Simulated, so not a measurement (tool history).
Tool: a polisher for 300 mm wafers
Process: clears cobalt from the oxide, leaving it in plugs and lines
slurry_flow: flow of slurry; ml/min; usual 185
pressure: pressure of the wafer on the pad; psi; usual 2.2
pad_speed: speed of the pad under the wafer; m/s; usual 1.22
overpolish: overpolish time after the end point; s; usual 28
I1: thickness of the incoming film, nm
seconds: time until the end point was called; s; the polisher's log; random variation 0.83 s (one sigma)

Run 1, day 0: usual settings but pad_speed 1.34 m/s; I1 280.8. Result: seconds 40.8 s.
Run 2, day 0.554: usual settings; I1 277. Result: seconds 43.1 s.
Run 3, day 1.229: usual settings; I1 281.2. Result: seconds 42.9 s.
Run 4, day 1.742: usual settings; I1 276. Result: seconds 42.4 s.
Run 5, day 2.792: usual settings; I1 281.3. Result: seconds 41.7 s.
At day 3.171: head pressure recalibrated.
Run 6, day 3.821: usual settings but slurry_flow 210 ml/min; I1 276.5. Result: seconds 47.3 s.
At day 4.625: worn pad replaced by a new one.
Run 7, day 5.042: usual settings but slurry_flow 210 ml/min; I1 276.2. Result: seconds 46.8 s.
Run 8, day 5.967: usual settings; I1 281.9. Result: seconds 49.2 s.
Run 9, day 7.112: usual settings; I1 284.3. Result: seconds 49.2 s.
Run 10, day 8.112: usual settings; I1 280. Result: seconds 46.9 s.
Run 11, day 9.592: usual settings but slurry_flow 230 ml/min; I1 279.3. Result: seconds 45.2 s.
Run 12, day 10.971: usual settings; I1 277.5. Result: seconds 47.4 s.
At day 11.229: worn pad replaced by a new one.
Run 13, day 12.446: usual settings; I1 284.8. Result: seconds 47.8 s.
Run 14, day 16.892: usual settings; I1 276.3. Result: seconds 45.1 s.
At day 17.683: worn pad replaced by a new one.
Run 15, day 17.888: usual settings; I1 277.4. Result: seconds 43.7 s.
Run 16, day 19.221: usual settings; I1 283.8. Result: seconds 44.6 s.
Run 17, day 19.896: usual settings but slurry_flow 225 ml/min, pressure 2.9 psi, pad_speed 0.84 m/s; I1 284.8. Result: seconds 43.4 s.
Run 18, day 20.5: usual settings but slurry_flow 235 ml/min, pressure 1.9 psi, overpolish 42 s; I1 279. Result: seconds 48.5 s.
At day 20.725: slurry nozzle cleaned.
Run 19, day 21.471: usual settings; I1 282.1. Result: seconds 43.2 s.
At day 22.042: head pressure recalibrated.
Run 20, day 22.6: usual settings but slurry_flow 150 ml/min, pressure 1.5 psi, pad_speed 1.56 m/s, overpolish 40 s; I1 281.2. Result: seconds 59.6 s.
At day 23.875: worn pad replaced by a new one, of another model than before.
Run 21, day 23.996: usual settings but slurry_flow 245 ml/min, pressure 1.8 psi; I1 283.9. Result: seconds 52.2 s.
Run 22, day 25.258: usual settings but slurry_flow 140 ml/min, pressure 1.5 psi, pad_speed 1.62 m/s, overpolish 18 s; I1 280.6. Result: seconds 55.8 s.
Run 23, day 26.704: usual settings but slurry_flow 245 ml/min, pad_speed 1.5 m/s; I1 278.1. Result: seconds 40.8 s.
Run 24, day 27.375: usual settings; I1 282. Result: seconds 48.9 s.
Run 25, day 28.733: usual settings; I1 281.7. Result: seconds 48.1 s.
Run 26, day 29.912: usual settings but pressure 2.5 psi, pad_speed 1.42 m/s; I1 281. Result: seconds 39.4 s.
At day 30.5: worn pad replaced by a new one.
Run 27, day 30.646: usual settings but slurry_flow 235 ml/min, pressure 2.6 psi, overpolish 20 s; I1 278.3. Result: seconds 39.4 s.
Run 28, day 31.742: usual settings but pad_speed 0.9 m/s; I1 280.7. Result: seconds 52.7 s.
Run 29, day 32.662: usual settings but pressure 1.8 psi; I1 281.3. Result: seconds 53.2 s.
Run 30, day 33.421: usual settings; I1 277.4. Result: seconds 46.6 s.
Run 31, day 33.929: usual settings; I1 284.5. Result: seconds 46.1 s.
Run 32, day 35.283: usual settings; I1 277.3. Result: seconds 44.1 s.

What the log doesn't show, run by run:
removal rate lost through wear of the pad, %: 0 in every run
slurry flow missing at the pad, %: 0 in every run
H1: deviation of the head's pressure from its setpoint, %
run      H1
  1    8.41
  2       9
  3    9.75
  4    10.3
  5    11.6
  6  -0.948
  7  -0.852
  8  -0.719
  9   -0.48
 10  -0.206
 11   0.314
 12    0.92
 13     1.7
 14    4.86
 15    5.74
 16       7
 17    7.69
 18    8.32
 19    9.39
 20   -1.52
 21   -1.41
 22   -1.21
 23  -0.854
 24  -0.646
 25  -0.142
 26   0.389
 27   0.763
 28    1.38
 29    1.96
 30    2.48
 31    2.84
 32    3.89
